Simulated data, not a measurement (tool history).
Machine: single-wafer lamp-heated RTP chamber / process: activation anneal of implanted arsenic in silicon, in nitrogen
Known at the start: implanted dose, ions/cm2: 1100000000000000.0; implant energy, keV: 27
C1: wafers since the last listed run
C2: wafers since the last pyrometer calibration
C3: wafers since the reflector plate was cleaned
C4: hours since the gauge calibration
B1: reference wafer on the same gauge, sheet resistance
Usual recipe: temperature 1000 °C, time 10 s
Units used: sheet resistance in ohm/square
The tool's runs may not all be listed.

{"run": 1, "day": 0.0, "temperature": 1000, "time": 6, "C1": 0, "C2": 3565, "C3": 6226, "C4": 585.3, "B1": 130.12, "sheet resistance": 133.16}
{"run": 2, "day": 2.754, "temperature": 1000, "time": 6, "C1": 952, "C2": 4518, "C3": 7179, "C4": 651.4, "B1": 129.91, "sheet resistance": 132.93}
{"run": 3, "day": 4.512, "temperature": 1000, "time": 6, "C1": 608, "C2": 5126, "C3": 7788, "C4": 693.6, "B1": 130.07, "sheet resistance": 131.75}
{"run": 4, "day": 6.738, "temperature": 1012, "time": 8, "C1": 769, "C2": 5896, "C3": 8557, "C4": 747.0, "B1": 130.04, "sheet resistance": 127.36}
{"run": 5, "day": 8.458, "temperature": 985, "time": 10, "C1": 595, "C2": 6491, "C3": 9153, "C4": 788.3, "B1": 129.98, "sheet resistance": 130.42}
{"run": 6, "day": 11.162, "temperature": 985, "time": 10, "C1": 935, "C2": 7427, "C3": 10089, "C4": 853.2, "B1": 130.01, "sheet resistance": 129.54}
{"day": 13.071, "done": "pyrometer window cleaned and pyrometer calibrated"}
{"day": 13.217, "done": "reflector plate cleaned"}
{"run": 7, "day": 13.238, "temperature": 985, "time": 10, "C1": 552, "C2": 7, "C3": 7, "C4": 903.0, "B1": 129.99, "sheet resistance": 133.63}
{"run": 8, "day": 15.179, "temperature": 1000, "time": 10, "C1": 671, "C2": 679, "C3": 679, "C4": 949.6, "B1": 130.01, "sheet resistance": 129.45}
{"run": 9, "day": 17.712, "temperature": 1000, "time": 10, "C1": 876, "C2": 1555, "C3": 1555, "C4": 1010.4, "B1": 130.06, "sheet resistance": 129.4}
{"run": 10, "day": 19.183, "temperature": 1000, "time": 10, "C1": 508, "C2": 2064, "C3": 2064, "C4": 1045.7, "B1": 130.0, "sheet resistance": 129.18}
{"run": 11, "day": 20.571, "temperature": 1000, "time": 10, "C1": 480, "C2": 2544, "C3": 2544, "C4": 1079.0, "B1": 130.02, "sheet resistance": 129.27}
{"run": 12, "day": 23.246, "temperature": 1000, "time": 10, "C1": 925, "C2": 3470, "C3": 3470, "C4": 1143.2, "B1": 129.91, "sheet resistance": 129.31}
{"run": 13, "day": 24.896, "temperature": 1000, "time": 10, "C1": 570, "C2": 4041, "C3": 4041, "C4": 1182.8, "B1": 129.92, "sheet resistance": 128.9}
{"run": 14, "day": 26.917, "temperature": 1020, "time": 10, "C1": 699, "C2": 4740, "C3": 4740, "C4": 1231.3, "B1": 130.06, "sheet resistance": 124.44}
{"run": 15, "day": 28.283, "temperature": 1000, "time": 10, "C1": 472, "C2": 5213, "C3": 5213, "C4": 1264.1, "B1": 130.08, "sheet resistance": 128.11}
{"run": 16, "day": 29.425, "temperature": 1000, "time": 10, "C1": 395, "C2": 5608, "C3": 5608, "C4": 1291.5, "B1": 130.01, "sheet resistance": 127.34}
{"run": 17, "day": 31.783, "temperature": 978, "time": 4, "C1": 816, "C2": 6424, "C3": 6424, "C4": 1348.1, "B1": 129.94, "sheet resistance": 141.35}
{"run": 18, "day": 34.379, "temperature": 1000, "time": 10, "C1": 898, "C2": 7322, "C3": 7322, "C4": 1410.4, "B1": 130.03, "sheet resistance": 127.21}
{"day": 36.379, "done": "pyrometer window cleaned and pyrometer calibrated"}
{"run": 19, "day": 36.629, "temperature": 973, "time": 16, "C1": 663, "C2": 85, "C3": 7986, "C4": 1464.4, "B1": 129.92, "sheet resistance": 131.49}
{"run": 20, "day": 37.662, "temperature": 1026, "time": 8, "C1": 357, "C2": 443, "C3": 8343, "C4": 1489.2, "B1": 130.12, "sheet resistance": 125.49}
{"day": 38.317, "done": "reflector plate cleaned"}
{"run": 21, "day": 39.133, "temperature": 971, "time": 13, "C1": 393, "C2": 837, "C3": 282, "C4": 1524.5, "B1": 130.02, "sheet resistance": 135.71}
{"run": 22, "day": 42.083, "temperature": 990, "time": 12, "C1": 1020, "C2": 1857, "C3": 1302, "C4": 1595.3, "B1": 130.09, "sheet resistance": 130.58}
{"run": 23, "day": 43.375, "temperature": 982, "time": 6, "C1": 446, "C2": 2304, "C3": 1749, "C4": 1626.3, "B1": 130.09, "sheet resistance": 139.65}
{"day": 44.704, "done": "gauge calibrated"}
{"run": 24, "day": 45.312, "temperature": 1000, "time": 10, "C1": 670, "C2": 2975, "C3": 2420, "C4": 14.6, "B1": 129.88, "sheet resistance": 129.25}
{"run": 25, "day": 46.729, "temperature": 1017, "time": 14, "C1": 490, "C2": 3465, "C3": 2910, "C4": 48.6, "B1": 129.92, "sheet resistance": 123.8}
{"run": 26, "day": 49.467, "temperature": 1017, "time": 14, "C1": 947, "C2": 4412, "C3": 3857, "C4": 114.3, "B1": 129.99, "sheet resistance": 123.09}
{"run": 27, "day": 52.167, "temperature": 1020, "time": 13, "C1": 934, "C2": 5346, "C3": 4791, "C4": 179.1, "B1": 129.86, "sheet resistance": 122.46}
{"run": 28, "day": 53.408, "temperature": 1000, "time": 13, "C1": 429, "C2": 5776, "C3": 5221, "C4": 208.9, "B1": 130.15, "sheet resistance": 125.83}
{"run": 29, "day": 55.454, "temperature": 1000, "time": 10, "C1": 707, "C2": 6484, "C3": 5929, "C4": 258.0, "B1": 130.06, "sheet resistance": 126.95}
{"run": 30, "day": 57.35, "temperature": 1025, "time": 10, "C1": 655, "C2": 7140, "C3": 6585, "C4": 303.5, "B1": 130.04, "sheet resistance": 122.59}
{"run": 31, "day": 58.433, "temperature": 1000, "time": 10, "C1": 374, "C2": 7515, "C3": 6960, "C4": 329.5, "B1": 129.96, "sheet resistance": 126.12}
{"day": 61.35, "done": "pyrometer window cleaned and pyrometer calibrated"}
{"run": 32, "day": 63.917, "temperature": 1000, "time": 10, "C1": 1781, "C2": 887, "C3": 8742, "C4": 461.1, "B1": 129.84, "sheet resistance": 128.87}
{"run": 33, "day": 65.638, "temperature": 979, "time": 12, "C1": 595, "C2": 1483, "C3": 9337, "C4": 502.4, "B1": 129.99, "sheet resistance": 131.49}
{"run": 34, "day": 66.971, "temperature": 1024, "time": 6, "C1": 461, "C2": 1944, "C3": 9798, "C4": 534.4, "B1": 129.94, "sheet resistance": 127.46}
{"run": 35, "day": 69.367, "temperature": 1000, "time": 10, "C1": 829, "C2": 2773, "C3": 10627, "C4": 591.9, "B1": 129.97, "sheet resistance": 128.59}
{"day": 69.846, "done": "reflector plate cleaned"}
{"run": 36, "day": 74.25, "temperature": 985, "time": 10, "C1": 1574, "C2": 4347, "C3": 1523, "C4": 709.1, "B1": 130.02, "sheet resistance": 132.32}
{"run": 37, "day": 76.288, "temperature": 1013, "time": 5, "C1": 705, "C2": 5052, "C3": 2228, "C4": 758.0, "B1": 130.05, "sheet resistance": 131.11}

Give the tool's hidden conditions for every run:
gauge reads high (%): 0 on each run
H1: true wafer temperature minus pyrometer reading, K
H2: wafer temperature error from the tarnished reflector plate, K
run=1 H1=2.72 H2=5.17
run=2 H1=4.04 H2=5.92
run=3 H1=5.05 H2=6.4
run=4 H1=6.5 H2=7
run=5 H1=7.77 H2=7.47
run=6 H1=10 H2=8.2
run=7 H1=0.214 H2=0.894
run=8 H1=0.304 H2=1.42
run=9 H1=0.655 H2=2.11
run=10 H1=0.98 H2=2.51
run=11 H1=1.37 H2=2.88
run=12 H1=2.34 H2=3.61
run=13 H1=3.08 H2=4.06
run=14 H1=4.15 H2=4.61
run=15 H1=4.96 H2=4.98
run=16 H1=5.7 H2=5.29
run=17 H1=7.4 H2=5.93
run=18 H1=9.53 H2=6.63
run=19 H1=0.749 H2=7.24
run=20 H1=0.781 H2=7.52
run=21 H1=0.903 H2=1.33
run=22 H1=1.42 H2=2.13
run=23 H1=1.75 H2=2.48
run=24 H1=2.38 H2=3.01
run=25 H1=2.95 H2=3.39
run=26 H1=4.26 H2=4.13
run=27 H1=5.86 H2=4.87
run=28 H1=6.7 H2=5.2
run=29 H1=8.21 H2=5.76
run=30 H1=9.77 H2=6.27
run=31 H1=10.7 H2=6.57
run=32 H1=0.394 H2=8.06
run=33 H1=0.636 H2=8.52
run=34 H1=0.907 H2=8.88
run=35 H1=1.58 H2=9.53
run=36 H1=3.67 H2=1.66
run=37 H1=4.84 H2=2.21
